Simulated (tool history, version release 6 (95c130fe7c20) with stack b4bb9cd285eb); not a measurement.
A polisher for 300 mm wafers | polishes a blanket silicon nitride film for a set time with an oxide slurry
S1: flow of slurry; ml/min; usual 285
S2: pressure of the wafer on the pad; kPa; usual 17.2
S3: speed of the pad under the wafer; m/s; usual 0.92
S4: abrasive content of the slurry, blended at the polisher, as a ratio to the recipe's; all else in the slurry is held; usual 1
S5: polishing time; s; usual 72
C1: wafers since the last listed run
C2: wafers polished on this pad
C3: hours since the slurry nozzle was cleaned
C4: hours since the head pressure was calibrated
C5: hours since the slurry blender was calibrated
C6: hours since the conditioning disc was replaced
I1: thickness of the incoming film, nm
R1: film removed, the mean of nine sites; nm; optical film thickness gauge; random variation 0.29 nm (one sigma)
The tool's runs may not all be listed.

run 1 hour=0 | S1=220 S2=17.2 S3=0.86 S4=1 S5=72 | C1=0 C2=744 C3=10.5 C4=204.4 C5=149.5 C6=143.2 | I1=278.7 | R1=22.2
run 2 hour=43.3 | S1=220 S2=17.2 S3=0.86 S4=1 S5=72 | C1=320 C2=1065 C3=53.8 C4=247.7 C5=192.8 C6=186.5 | I1=279.5 | R1=22.7
run 3 hour=77.4 | S1=220 S2=17.2 S3=0.86 S4=1 S5=72 | C1=252 C2=1317 C3=87.9 C4=281.8 C5=226.9 C6=220.6 | I1=283 | R1=22.5
run 4 hour=127.7 | S1=285 S2=17.2 S3=0.92 S4=1 S5=72 | C1=372 C2=1689 C3=138.2 C4=332.1 C5=277.2 C6=270.9 | I1=279 | R1=23.8
run 5 hour=153.4 | S1=285 S2=17.2 S3=0.92 S4=1 S5=72 | C1=190 C2=1880 C3=163.9 C4=357.8 C5=302.9 C6=296.6 | I1=276.3 | R1=24.6
-- hour=199.8 conditioning disc replaced and pad reconditioned
-- hour=224.9 worn pad replaced by a new one
run 6 hour=337.2 | S1=285 S2=17.2 S3=0.92 S4=1 S5=72 | C1=1316 C2=831 C3=347.7 C4=541.6 C5=486.7 C6=137.4 | I1=286.2 | R1=24.9
-- hour=368 slurry nozzle cleaned
run 7 hour=404.1 | S1=285 S2=17.2 S3=0.92 S4=1 S5=72 | C1=487 C2=1318 C3=36.1 C4=608.5 C5=553.6 C6=204.3 | I1=274.1 | R1=24.5
-- hour=412.8 slurry blender recalibrated
run 8 hour=429.1 | S1=285 S2=17.2 S3=0.92 S4=1 S5=72 | C1=170 C2=1489 C3=61.1 C4=633.5 C5=16.3 C6=229.3 | I1=279.9 | R1=24.4
run 9 hour=465 | S1=285 S2=17.2 S3=0.92 S4=1 S5=72 | C1=265 C2=1754 C3=97 C4=669.4 C5=52.2 C6=265.2 | I1=277.5 | R1=24.5
-- hour=501.9 worn pad replaced by a new one
run 10 hour=503.5 | S1=285 S2=17.2 S3=0.92 S4=1 S5=72 | C1=255 C2=11 C3=135.5 C4=707.9 C5=90.7 C6=303.7 | I1=279.2 | R1=24.3
-- hour=536.8 conditioning disc replaced and pad reconditioned
run 11 hour=561.8 | S1=285 S2=17.2 S3=0.92 S4=1 S5=72 | C1=416 C2=428 C3=193.8 C4=766.2 C5=149 C6=25 | I1=277.2 | R1=25.8
run 12 hour=590.1 | S1=285 S2=21.4 S3=0.92 S4=1 S5=72 | C1=209 C2=638 C3=222.1 C4=794.5 C5=177.3 C6=53.3 | I1=276.7 | R1=31.5
run 13 hour=617.6 | S1=285 S2=11 S3=0.92 S4=1 S5=72 | C1=203 C2=841 C3=249.6 C4=822 C5=204.8 C6=80.8 | I1=278.2 | R1=16
run 14 hour=651.8 | S1=285 S2=17.2 S3=0.64 S4=1 S5=84 | C1=253 C2=1094 C3=283.8 C4=856.2 C5=239 C6=115 | I1=278.4 | R1=22.1
-- hour=689.8 head pressure recalibrated
run 15 hour=695.5 | S1=285 S2=17.2 S3=0.92 S4=1 S5=72 | C1=308 C2=1403 C3=327.5 C4=5.7 C5=282.7 C6=158.7 | I1=280.8 | R1=24.8
run 16 hour=760.7 | S1=360 S2=15.9 S3=0.92 S4=1 S5=72 | C1=482 C2=1886 C3=392.7 C4=70.9 C5=347.9 C6=223.9 | I1=280.7 | R1=23.4
-- hour=788 slurry nozzle cleaned
run 17 hour=792.4 | S1=285 S2=17.2 S3=0.92 S4=1 S5=72 | C1=227 C2=2113 C3=4.4 C4=102.6 C5=379.6 C6=255.6 | I1=284.3 | R1=24.7
-- hour=824.4 conditioning disc replaced and pad reconditioned
run 18 hour=824.9 | S1=285 S2=17.2 S3=0.92 S4=1 S5=72 | C1=225 C2=2339 C3=36.9 C4=135.1 C5=412.1 C6=0.5 | I1=280.4 | R1=26
-- hour=851.9 worn pad replaced by a new one
run 19 hour=853.4 | S1=220 S2=17.2 S3=0.86 S4=1 S5=72 | C1=181 C2=11 C3=65.4 C4=163.6 C5=440.6 C6=29 | I1=280.1 | R1=23.9
-- hour=858.4 slurry blender recalibrated
run 20 hour=1018.9 | S1=355 S2=17.2 S3=0.92 S4=0.75 S5=72 | C1=1210 C2=1221 C3=230.9 C4=329.1 C5=160.5 C6=194.5 | I1=275.4 | R1=22.2
run 21 hour=1083.2 | S1=285 S2=17.2 S3=0.92 S4=1 S5=72 | C1=476 C2=1697 C3=295.2 C4=393.4 C5=224.8 C6=258.8 | I1=274.4 | R1=24.3
-- hour=1126.4 worn pad replaced by a new one
-- hour=1144.8 conditioning disc replaced and pad reconditioned
run 22 hour=1154.7 | S1=240 S2=17.2 S3=0.66 S4=1 S5=72 | C1=484 C2=194 C3=366.7 C4=464.9 C5=296.3 C6=9.9 | I1=276.4 | R1=19.4
-- hour=1174 slurry nozzle cleaned
-- hour=1286.2 slurry blender recalibrated
run 23 hour=1331 | S1=285 S2=17.2 S3=0.92 S4=1 S5=56 | C1=1282 C2=1477 C3=157 C4=641.2 C5=44.8 C6=186.2 | I1=281 | R1=19.2
run 24 hour=1384.3 | S1=345 S2=22.1 S3=0.76 S4=1.15 S5=72 | C1=394 C2=1872 C3=210.3 C4=694.5 C5=98.1 C6=239.5 | I1=276.8 | R1=29.1
-- hour=1404 worn pad replaced by a new one
-- hour=1441.9 head pressure recalibrated
run 25 hour=1449.6 | S1=360 S2=17.2 S3=0.78 S4=0.75 S5=61 | C1=439 C2=323 C3=275.6 C4=7.7 C5=163.4 C6=304.8 | I1=278.4 | R1=16.7

4 ways to go on from here, each from the tool as it stands after run 25. What would each give?
run A hour=1450.1 | S1=285 S2=17.2 S3=1.12 S4=1 S5=72 | C1=3 C2=326 C3=276.1 C4=8.2 C5=163.9 C6=305.3 | I1=278.9 | R1=?
run B hour=1450.1 | S1=240 S2=22.1 S3=0.92 S4=0.75 S5=72 | C1=3 C2=326 C3=276.1 C4=8.2 C5=163.9 C6=305.3 | I1=278.9 | R1=?
run C hour=1450.1 | S1=365 S2=17.2 S3=0.92 S4=1.3 S5=72 | C1=3 C2=326 C3=276.1 C4=8.2 C5=163.9 C6=305.3 | I1=278.9 | R1=?
run D hour=1450.1 | S1=285 S2=21.4 S3=1 S4=1 S5=72 | C1=3 C2=326 C3=276.1 C4=8.2 C5=163.9 C6=305.3 | I1=278.9 | R1=?

run=A R1=27.8
run=B R1=26.3
run=C R1=27.3
run=D R1=31.3
Without the tool's hidden state the same runs would have given:
run=A R1=30.7
run=B R1=29.1
run=C R1=29.7
run=D R1=34.8
